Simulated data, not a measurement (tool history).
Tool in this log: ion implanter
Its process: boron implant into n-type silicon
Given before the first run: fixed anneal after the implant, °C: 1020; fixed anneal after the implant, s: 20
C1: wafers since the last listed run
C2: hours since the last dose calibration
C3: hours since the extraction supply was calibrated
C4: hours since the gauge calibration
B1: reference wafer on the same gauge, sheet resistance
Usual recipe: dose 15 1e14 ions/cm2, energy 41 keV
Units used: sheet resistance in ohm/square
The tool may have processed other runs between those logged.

{"run": 1, "hour": 0.0, "dose": 15, "energy": 41, "C1": 0, "C2": 273.4, "C3": 6848.7, "C4": 523.6, "B1": 87.97, "sheet resistance": 83.12}
{"run": 2, "hour": 50.5, "dose": 15, "energy": 41, "C1": 563, "C2": 323.9, "C3": 6899.2, "C4": 574.1, "B1": 88.03, "sheet resistance": 83.52}
{"run": 3, "hour": 104.2, "dose": 15, "energy": 41, "C1": 599, "C2": 377.6, "C3": 6952.9, "C4": 627.8, "B1": 87.95, "sheet resistance": 83.18}
{"run": 4, "hour": 145.5, "dose": 15, "energy": 41, "C1": 461, "C2": 418.9, "C3": 6994.2, "C4": 669.1, "B1": 88.01, "sheet resistance": 83.62}
{"run": 5, "hour": 177.9, "dose": 15, "energy": 41, "C1": 361, "C2": 451.3, "C3": 7026.6, "C4": 701.5, "B1": 87.97, "sheet resistance": 83.85}
{"run": 6, "hour": 227.3, "dose": 15, "energy": 41, "C1": 551, "C2": 500.7, "C3": 7076, "C4": 750.9, "B1": 87.91, "sheet resistance": 83.39}
{"run": 7, "hour": 283.4, "dose": 15, "energy": 41, "C1": 626, "C2": 556.8, "C3": 7132.1, "C4": 807, "B1": 88.07, "sheet resistance": 83.7}
{"run": 8, "hour": 343.5, "dose": 15, "energy": 41, "C1": 670, "C2": 616.9, "C3": 7192.2, "C4": 867.1, "B1": 88, "sheet resistance": 83.88}
{"run": 9, "hour": 414.3, "dose": 15, "energy": 41, "C1": 790, "C2": 687.7, "C3": 7263, "C4": 937.9, "B1": 88.03, "sheet resistance": 84.01}
{"run": 10, "hour": 454.1, "dose": 15, "energy": 41, "C1": 444, "C2": 727.5, "C3": 7302.8, "C4": 977.7, "B1": 88.03, "sheet resistance": 83.65}
{"run": 11, "hour": 493.9, "dose": 15, "energy": 41, "C1": 444, "C2": 767.3, "C3": 7342.6, "C4": 1017.5, "B1": 88, "sheet resistance": 83.59}
{"run": 12, "hour": 559.9, "dose": 15, "energy": 41, "C1": 736, "C2": 833.3, "C3": 7408.6, "C4": 1083.5, "B1": 88.22, "sheet resistance": 84.02}
{"hour": 594.9, "done": "extraction supply calibrated"}
{"run": 13, "hour": 610.0, "dose": 15, "energy": 47.5, "C1": 470, "C2": 883.4, "C3": 15.1, "C4": 1133.6, "B1": 87.85, "sheet resistance": 83.73}
{"run": 14, "hour": 671.3, "dose": 18.32, "energy": 41, "C1": 684, "C2": 944.7, "C3": 76.4, "C4": 1194.9, "B1": 87.95, "sheet resistance": 71.28}
{"run": 15, "hour": 718.6, "dose": 18.32, "energy": 41, "C1": 528, "C2": 992, "C3": 123.7, "C4": 1242.2, "B1": 88.06, "sheet resistance": 71.25}
{"run": 16, "hour": 778.9, "dose": 18.32, "energy": 41, "C1": 673, "C2": 1052.3, "C3": 184, "C4": 1302.5, "B1": 87.95, "sheet resistance": 71.45}
{"run": 17, "hour": 810.3, "dose": 19.04, "energy": 28.5, "C1": 350, "C2": 1083.7, "C3": 215.4, "C4": 1333.9, "B1": 88.01, "sheet resistance": 72.86}
{"run": 18, "hour": 881.9, "dose": 13.27, "energy": 30.5, "C1": 799, "C2": 1155.3, "C3": 287, "C4": 1405.5, "B1": 87.94, "sheet resistance": 95.2}
{"hour": 980.2, "done": "Faraday cup replaced and dose calibrated"}
{"run": 19, "hour": 1024.4, "dose": 16.79, "energy": 27.5, "C1": 1501, "C2": 44.2, "C3": 429.5, "C4": 1548, "B1": 87.82, "sheet resistance": 79.67}
{"run": 20, "hour": 1084.7, "dose": 15, "energy": 41, "C1": 673, "C2": 104.5, "C3": 489.8, "C4": 1608.3, "B1": 87.85, "sheet resistance": 83.95}
{"run": 21, "hour": 1149.2, "dose": 17.96, "energy": 35.5, "C1": 720, "C2": 169, "C3": 554.3, "C4": 1672.8, "B1": 88.06, "sheet resistance": 73.19}
{"run": 22, "hour": 1216.0, "dose": 17.5, "energy": 54.5, "C1": 745, "C2": 235.8, "C3": 621.1, "C4": 1739.6, "B1": 88.06, "sheet resistance": 71.54}
{"run": 23, "hour": 1264.9, "dose": 15, "energy": 41, "C1": 545, "C2": 284.7, "C3": 670, "C4": 1788.5, "B1": 87.95, "sheet resistance": 83.98}
{"run": 24, "hour": 1327.5, "dose": 18.93, "energy": 35.5, "C1": 698, "C2": 347.3, "C3": 732.6, "C4": 1851.1, "B1": 88.03, "sheet resistance": 70.54}
{"hour": 1328.0, "done": "gauge calibrated"}
{"run": 25, "hour": 1389.2, "dose": 18.32, "energy": 41, "C1": 688, "C2": 409, "C3": 794.3, "C4": 61.2, "B1": 87.87, "sheet resistance": 70.91}
{"run": 26, "hour": 1425.1, "dose": 15, "energy": 41, "C1": 400, "C2": 444.9, "C3": 830.2, "C4": 97.1, "B1": 88.11, "sheet resistance": 83.97}
{"run": 27, "hour": 1473.3, "dose": 19.11, "energy": 51, "C1": 538, "C2": 493.1, "C3": 878.4, "C4": 145.3, "B1": 87.9, "sheet resistance": 66.87}
{"run": 28, "hour": 1537.5, "dose": 12.54, "energy": 41, "C1": 716, "C2": 557.3, "C3": 942.6, "C4": 209.5, "B1": 88.03, "sheet resistance": 97}
{"run": 29, "hour": 1574.5, "dose": 12.35, "energy": 31.5, "C1": 413, "C2": 594.3, "C3": 979.6, "C4": 246.5, "B1": 87.98, "sheet resistance": 100.5}
{"run": 30, "hour": 1625.5, "dose": 10.73, "energy": 41, "C1": 569, "C2": 645.3, "C3": 1030.6, "C4": 297.5, "B1": 88.03, "sheet resistance": 110.97}
{"run": 31, "hour": 1688.0, "dose": 15, "energy": 41, "C1": 697, "C2": 707.8, "C3": 1093.1, "C4": 360, "B1": 88.02, "sheet resistance": 84.25}
{"run": 32, "hour": 1740.3, "dose": 15, "energy": 41, "C1": 583, "C2": 760.1, "C3": 1145.4, "C4": 412.3, "B1": 87.97, "sheet resistance": 84.51}

The logged runs with the hidden state left out (each run's random variation unchanged):
What the log doesn't record here: deviation of the true dose from the Faraday cup's reading, %; deviation of the true energy from its setpoint, %; gauge reads high (%).
run=1 sheet_resistance=83.02
run=2 sheet_resistance=83.39
run=3 sheet_resistance=83.02
run=4 sheet_resistance=83.43
run=5 sheet_resistance=83.64
run=6 sheet_resistance=83.14
run=7 sheet_resistance=83.39
run=8 sheet_resistance=83.52
run=9 sheet_resistance=83.56
run=10 sheet_resistance=83.15
run=11 sheet_resistance=83.04
run=12 sheet_resistance=83.39
run=13 sheet_resistance=83.01
run=14 sheet_resistance=70.62
run=15 sheet_resistance=70.52
run=16 sheet_resistance=70.63
run=17 sheet_resistance=72.08
run=18 sheet_resistance=93.88
run=19 sheet_resistance=79.49
run=20 sheet_resistance=83.74
run=21 sheet_resistance=73
run=22 sheet_resistance=71.32
run=23 sheet_resistance=83.71
run=24 sheet_resistance=70.3
run=25 sheet_resistance=70.62
run=26 sheet_resistance=83.6
run=27 sheet_resistance=66.54
run=28 sheet_resistance=96.46
run=29 sheet_resistance=99.9
run=30 sheet_resistance=110.25
run=31 sheet_resistance=83.61
run=32 sheet_resistance=83.81
